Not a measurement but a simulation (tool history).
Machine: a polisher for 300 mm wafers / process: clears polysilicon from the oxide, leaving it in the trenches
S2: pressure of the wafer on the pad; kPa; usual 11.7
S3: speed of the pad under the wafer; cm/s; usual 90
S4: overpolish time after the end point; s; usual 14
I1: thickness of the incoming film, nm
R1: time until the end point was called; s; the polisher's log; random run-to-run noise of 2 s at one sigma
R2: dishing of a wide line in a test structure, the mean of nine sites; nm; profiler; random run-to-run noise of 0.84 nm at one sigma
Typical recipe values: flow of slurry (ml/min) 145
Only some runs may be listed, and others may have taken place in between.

{"run": 1, "hour": 0.0, "flow of slurry (ml/min)": 145, "S2": 11.7, "S3": 90, "S4": 14, "I1": 792.8, "R1": 133.7, "R2": 41.7}
{"run": 2, "hour": 68.5, "flow of slurry (ml/min)": 145, "S2": 11.7, "S3": 90, "S4": 14, "I1": 787.4, "R1": 144.2, "R2": 39.8}
{"run": 3, "hour": 130.1, "flow of slurry (ml/min)": 145, "S2": 11.7, "S3": 90, "S4": 14, "I1": 786.6, "R1": 145.6, "R2": 39.7}
{"run": 4, "hour": 178.9, "flow of slurry (ml/min)": 145, "S2": 11.7, "S3": 90, "S4": 14, "I1": 782.4, "R1": 143.8, "R2": 39.1}
{"hour": 202.3, "done": "slurry nozzle cleaned"}
{"hour": 225.9, "done": "head pressure recalibrated"}
{"run": 5, "hour": 228.0, "flow of slurry (ml/min)": 145, "S2": 11.7, "S3": 90, "S4": 14, "I1": 794.4, "R1": 114.8, "R2": 43.4}
{"run": 6, "hour": 275.7, "flow of slurry (ml/min)": 145, "S2": 11.7, "S3": 90, "S4": 14, "I1": 778.9, "R1": 111.0, "R2": 42.8}
{"run": 7, "hour": 324.0, "flow of slurry (ml/min)": 145, "S2": 11.7, "S3": 90, "S4": 14, "I1": 773.3, "R1": 115.6, "R2": 44.1}
{"run": 8, "hour": 412.6, "flow of slurry (ml/min)": 145, "S2": 11.7, "S3": 90, "S4": 14, "I1": 763.8, "R1": 113.6, "R2": 40.6}
{"run": 9, "hour": 519.9, "flow of slurry (ml/min)": 145, "S2": 11.7, "S3": 90, "S4": 14, "I1": 777.4, "R1": 120.3, "R2": 42.0}
{"run": 10, "hour": 626.2, "flow of slurry (ml/min)": 145, "S2": 11.7, "S3": 90, "S4": 14, "I1": 775.9, "R1": 123.9, "R2": 42.1}
{"hour": 687.3, "done": "worn pad replaced by a new one"}
{"run": 11, "hour": 711.6, "flow of slurry (ml/min)": 145, "S2": 11.7, "S3": 90, "S4": 14, "I1": 782.9, "R1": 124.3, "R2": 41.2}
{"run": 12, "hour": 796.1, "flow of slurry (ml/min)": 145, "S2": 11.7, "S3": 90, "S4": 20, "I1": 775.2, "R1": 129.0, "R2": 48.1}
{"run": 13, "hour": 881.0, "flow of slurry (ml/min)": 190, "S2": 11.7, "S3": 74, "S4": 14, "I1": 787.6, "R1": 141.4, "R2": 40.7}
{"run": 14, "hour": 944.0, "flow of slurry (ml/min)": 145, "S2": 11.7, "S3": 90, "S4": 18, "I1": 773.8, "R1": 129.9, "R2": 45.9}
{"run": 15, "hour": 1016.9, "flow of slurry (ml/min)": 145, "S2": 11.7, "S3": 90, "S4": 14, "I1": 785.2, "R1": 126.9, "R2": 40.7}
{"run": 16, "hour": 1055.8, "flow of slurry (ml/min)": 145, "S2": 11.7, "S3": 90, "S4": 14, "I1": 774.8, "R1": 126.1, "R2": 38.6}
{"hour": 1059.2, "done": "slurry nozzle cleaned"}
{"run": 17, "hour": 1095.2, "flow of slurry (ml/min)": 145, "S2": 14.5, "S3": 90, "S4": 10, "I1": 773.8, "R1": 92.7, "R2": 40.0}
{"run": 18, "hour": 1134.9, "flow of slurry (ml/min)": 100, "S2": 8.3, "S3": 118, "S4": 21, "I1": 775.0, "R1": 146.1, "R2": 45.8}
{"run": 19, "hour": 1214.5, "flow of slurry (ml/min)": 145, "S2": 14.5, "S3": 90, "S4": 14, "I1": 792.2, "R1": 99.5, "R2": 46.3}
{"run": 20, "hour": 1297.7, "flow of slurry (ml/min)": 105, "S2": 11.7, "S3": 90, "S4": 17, "I1": 773.2, "R1": 136.3, "R2": 43.4}
{"hour": 1357.6, "done": "worn pad replaced by a new one"}
{"run": 21, "hour": 1383.4, "flow of slurry (ml/min)": 145, "S2": 11.7, "S3": 90, "S4": 9, "I1": 783.5, "R1": 130.4, "R2": 32.7}
{"hour": 1428.7, "done": "head pressure recalibrated"}
{"run": 22, "hour": 1487.6, "flow of slurry (ml/min)": 115, "S2": 10.3, "S3": 90, "S4": 14, "I1": 766.7, "R1": 141.2, "R2": 38.9}
{"run": 23, "hour": 1582.1, "flow of slurry (ml/min)": 145, "S2": 13.8, "S3": 90, "S4": 14, "I1": 773.8, "R1": 103.2, "R2": 44.4}
{"run": 24, "hour": 1659.0, "flow of slurry (ml/min)": 145, "S2": 11.7, "S3": 90, "S4": 14, "I1": 774.1, "R1": 116.0, "R2": 40.7}
{"run": 25, "hour": 1702.1, "flow of slurry (ml/min)": 145, "S2": 11.7, "S3": 90, "S4": 14, "I1": 774.5, "R1": 117.4, "R2": 42.0}
{"run": 26, "hour": 1780.9, "flow of slurry (ml/min)": 145, "S2": 15.9, "S3": 64, "S4": 14, "I1": 788.8, "R1": 117.2, "R2": 42.8}
{"hour": 1855.7, "done": "slurry nozzle cleaned"}
{"run": 27, "hour": 1885.5, "flow of slurry (ml/min)": 145, "S2": 11.7, "S3": 90, "S4": 14, "I1": 785.0, "R1": 108.6, "R2": 44.1}
{"run": 28, "hour": 1986.1, "flow of slurry (ml/min)": 95, "S2": 7.6, "S3": 102, "S4": 9, "I1": 783.0, "R1": 176.6, "R2": 26.5}
{"run": 29, "hour": 2065.0, "flow of slurry (ml/min)": 175, "S2": 9.7, "S3": 80, "S4": 21, "I1": 789.8, "R1": 153.5, "R2": 44.4}
{"run": 30, "hour": 2102.6, "flow of slurry (ml/min)": 170, "S2": 9.0, "S3": 104, "S4": 11, "I1": 787.6, "R1": 132.4, "R2": 35.8}
{"hour": 2148.0, "done": "worn pad replaced by a new one"}
{"run": 31, "hour": 2163.2, "flow of slurry (ml/min)": 145, "S2": 11.7, "S3": 72, "S4": 14, "I1": 769.7, "R1": 142.8, "R2": 38.7}
{"run": 32, "hour": 2263.0, "flow of slurry (ml/min)": 145, "S2": 11.7, "S3": 116, "S4": 14, "I1": 781.1, "R1": 102.5, "R2": 47.1}
{"run": 33, "hour": 2368.3, "flow of slurry (ml/min)": 95, "S2": 11.7, "S3": 78, "S4": 14, "I1": 786.0, "R1": 162.6, "R2": 37.4}
{"run": 34, "hour": 2447.5, "flow of slurry (ml/min)": 165, "S2": 11.7, "S3": 90, "S4": 16, "I1": 782.7, "R1": 123.9, "R2": 44.0}

Consider 4 possible next runs. They are alternatives, not a sequence: every one starts from the tool as it was left by run 34. What does each give?
{"run": "A", "hour": 2448.0, "flow of slurry (ml/min)": 145, "S2": 11.7, "S3": 90, "S4": 14, "I1": 783.3, "R1": "?", "R2": "?"}
{"run": "B", "hour": 2448.0, "flow of slurry (ml/min)": 145, "S2": 11.7, "S3": 102, "S4": 10, "I1": 783.3, "R1": "?", "R2": "?"}
{"run": "C", "hour": 2448.0, "flow of slurry (ml/min)": 145, "S2": 11.7, "S3": 62, "S4": 14, "I1": 783.3, "R1": "?", "R2": "?"}
{"run": "D", "hour": 2448.0, "flow of slurry (ml/min)": 185, "S2": 11.7, "S3": 90, "S4": 14, "I1": 783.3, "R1": "?", "R2": "?"}

run=A R1=132.0 R2=41.1
run=B R1=119.7 R2=36.8
run=C R1=173.5 R2=36.1
run=D R1=124.0 R2=42.2
Without the tool's hidden state the same runs would have given:
run=A R1=111.4 R2=43.9
run=B R1=101.0 R2=39.9
run=C R1=146.4 R2=39.3
run=D R1=107.1 R2=44.5

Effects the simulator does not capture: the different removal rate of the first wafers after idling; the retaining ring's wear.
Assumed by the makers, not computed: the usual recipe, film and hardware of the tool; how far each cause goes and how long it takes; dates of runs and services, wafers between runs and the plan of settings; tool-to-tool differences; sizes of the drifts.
